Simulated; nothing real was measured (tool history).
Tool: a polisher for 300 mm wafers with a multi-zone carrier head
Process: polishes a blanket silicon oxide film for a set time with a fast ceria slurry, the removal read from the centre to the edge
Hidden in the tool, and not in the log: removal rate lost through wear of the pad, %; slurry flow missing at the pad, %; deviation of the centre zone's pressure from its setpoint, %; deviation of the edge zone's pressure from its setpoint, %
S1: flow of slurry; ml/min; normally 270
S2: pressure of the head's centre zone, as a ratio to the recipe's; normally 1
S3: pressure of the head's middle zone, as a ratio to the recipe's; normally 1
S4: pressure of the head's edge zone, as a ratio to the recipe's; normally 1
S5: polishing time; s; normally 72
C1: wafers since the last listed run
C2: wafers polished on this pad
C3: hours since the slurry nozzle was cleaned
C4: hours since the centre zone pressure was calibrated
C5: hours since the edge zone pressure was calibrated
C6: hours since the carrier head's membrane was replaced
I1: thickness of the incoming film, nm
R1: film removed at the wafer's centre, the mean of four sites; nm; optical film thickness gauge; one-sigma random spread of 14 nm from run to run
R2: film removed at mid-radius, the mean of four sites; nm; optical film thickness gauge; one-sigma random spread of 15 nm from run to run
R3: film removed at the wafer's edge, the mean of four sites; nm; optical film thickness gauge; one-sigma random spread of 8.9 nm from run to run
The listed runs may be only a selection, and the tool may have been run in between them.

Run 1, day 0: usual settings but S1 195 ml/min; C1 0; C2 627; C3 444.7; C4 361.3; C5 1157.4; C6 1196; I1 3901.7. Result: R1 1073.5 nm, R2 1079.4 nm, R3 1040.1 nm.
Run 2, day 0.679: usual settings but S1 195 ml/min; C1 182; C2 809; C3 461; C4 377.6; C5 1173.7; C6 1212.3; I1 3804.2. Result: R1 1062.5 nm, R2 1054.4 nm, R3 1042.8 nm.
Run 3, day 1.229: usual settings; C1 147; C2 956; C3 474.2; C4 390.8; C5 1186.9; C6 1225.5; I1 3933.1. Result: R1 1098.9 nm, R2 1091.7 nm, R3 1049.8 nm.
At day 2.625: worn pad replaced by a new one.
Run 4, day 2.646: usual settings; C1 335; C2 5; C3 508.2; C4 424.8; C5 1220.9; C6 1259.5; I1 3939.9. Result: R1 1240.7 nm, R2 1197.9 nm, R3 1178.4 nm.
Run 5, day 3.929: usual settings; C1 343; C2 349; C3 539; C4 455.6; C5 1251.7; C6 1290.3; I1 3869.5. Result: R1 1156.9 nm, R2 1145.4 nm, R3 1108 nm.
Run 6, day 4.571: usual settings but S2 0.95; C1 171; C2 521; C3 554.4; C4 471; C5 1267.1; C6 1305.7; I1 3830. Result: R1 1067 nm, R2 1098.9 nm, R3 1083 nm.
Run 7, day 5.362: usual settings but S2 0.95; C1 212; C2 734; C3 573.4; C4 490; C5 1286.1; C6 1324.7; I1 3862.1. Result: R1 1029 nm, R2 1077 nm, R3 1078.1 nm.
Run 8, day 6.112: usual settings but S4 0.96; C1 201; C2 935; C3 591.4; C4 508; C5 1304.1; C6 1342.7; I1 3836.8. Result: R1 1099.3 nm, R2 1068.3 nm, R3 1034.2 nm.
At day 6.667: slurry nozzle cleaned.
At day 7.158: centre zone pressure recalibrated.
Run 9, day 7.542: usual settings but S2 0.95, S4 1.12; C1 349; C2 1284; C3 21; C4 9.2; C5 1338.4; C6 1377; I1 3846.1. Result: R1 1053.4 nm, R2 1088.4 nm, R3 1134.6 nm.
At day 7.975: worn pad replaced by a new one.
Run 10, day 8.258: usual settings but S2 1.06, S4 1.07; C1 147; C2 75; C3 38.2; C4 26.4; C5 1355.6; C6 1394.2; I1 3791.3. Result: R1 1321.1 nm, R2 1239.7 nm, R3 1235.8 nm.
At day 8.804: carrier head's membrane replaced by a new one.
Run 11, day 9.383: usual settings but S1 190 ml/min, S3 1.1, S4 1.05, S5 95 s; C1 245; C2 321; C3 65.2; C4 53.4; C5 1382.6; C6 13.9; I1 3899.2. Result: R1 1525.7 nm, R2 1603.2 nm, R3 1515.2 nm.
Run 12, day 9.925: usual settings but S1 325 ml/min, S2 1.11, S4 0.92; C1 145; C2 466; C3 78.2; C4 66.4; C5 1395.6; C6 26.9; I1 3881.4. Result: R1 1309.4 nm, R2 1160.5 nm, R3 1089.9 nm.
Run 13, day 11.362: usual settings but S1 335 ml/min; C1 385; C2 851; C3 112.7; C4 100.9; C5 1430.1; C6 61.4; I1 3860.2. Result: R1 1149.7 nm, R2 1152.1 nm, R3 1112.6 nm.
Run 14, day 12.3: usual settings but S1 360 ml/min, S4 1.04, S5 92 s; C1 251; C2 1102; C3 135.2; C4 123.4; C5 1452.6; C6 83.9; I1 3943. Result: R1 1456.2 nm, R2 1445.4 nm, R3 1438.2 nm.
Run 15, day 12.875: usual settings; C1 154; C2 1257; C3 149; C4 137.2; C5 1466.4; C6 97.7; I1 3799.8. Result: R1 1119.5 nm, R2 1090.7 nm, R3 1089.4 nm.
At day 13.092: edge zone pressure recalibrated.
At day 13.9: worn pad replaced by a new one.
Run 16, day 14.346: usual settings but S1 320 ml/min, S2 1.12, S4 0.96, S5 63 s; C1 327; C2 119; C3 184.3; C4 172.5; C5 30.1; C6 133; I1 3810.5. Result: R1 1209.1 nm, R2 1080.6 nm, R3 1014 nm.
Run 17, day 15.296: usual settings but S1 190 ml/min; C1 254; C2 374; C3 207.1; C4 195.3; C5 52.9; C6 155.8; I1 3862.8. Result: R1 1139 nm, R2 1113.2 nm, R3 1095.1 nm.
Run 18, day 16.546: usual settings but S3 0.91; C1 335; C2 709; C3 237.1; C4 225.3; C5 82.9; C6 185.8; I1 3849.6. Result: R1 1136.7 nm, R2 1047.2 nm, R3 1088.7 nm.
Run 19, day 17.121: usual settings; C1 154; C2 863; C3 250.9; C4 239.1; C5 96.7; C6 199.6; I1 3836.9. Result: R1 1122.8 nm, R2 1113.1 nm, R3 1078 nm.
At day 18.521: worn pad replaced by a new one.
Run 20, day 18.542: usual settings; C1 336; C2 5; C3 285; C4 273.2; C5 130.8; C6 233.7; I1 3803.2. Result: R1 1260.9 nm, R2 1258.6 nm, R3 1207.3 nm.
Run 21, day 19.233: usual settings but S2 0.93, S5 90 s; C1 185; C2 191; C3 301.6; C4 289.8; C5 147.4; C6 250.3; I1 3910.4. Result: R1 1399.9 nm, R2 1493.6 nm, R3 1446.6 nm.
Run 22, day 20.546: usual settings; C1 351; C2 543; C3 333.1; C4 321.3; C5 178.9; C6 281.8; I1 3843.1. Result: R1 1170 nm, R2 1121.2 nm, R3 1097.6 nm.

Some steps in R1, run to run, broken into two amounts with sign: the step expected even without the hidden condition (settings, incoming material, random variation), and the rest, left for the hidden condition together with whatever gauge scatter is not in both the measured and the hidden-condition-free result:
Run 3 -> 4: worn pad replaced by a new one. R1 +141.8 nm: hidden state +136.5, all else +5.3.
Run 9 -> 10: S2 0.95 -> 1.06, S4 1.12 -> 1.07, worn pad replaced by a new one. R1 +267.7 nm: hidden state +131, all else +136.7.
Run 13 -> 14: S1 335 -> 360, S4 1 -> 1.04, S5 72 -> 92. R1 +306.5 nm: hidden state -52.3, all else +358.8.
Run 14 -> 15: S1 360 -> 270, S4 1.04 -> 1, S5 92 -> 72. R1 -336.7 nm: hidden state +39.6, all else -376.3.
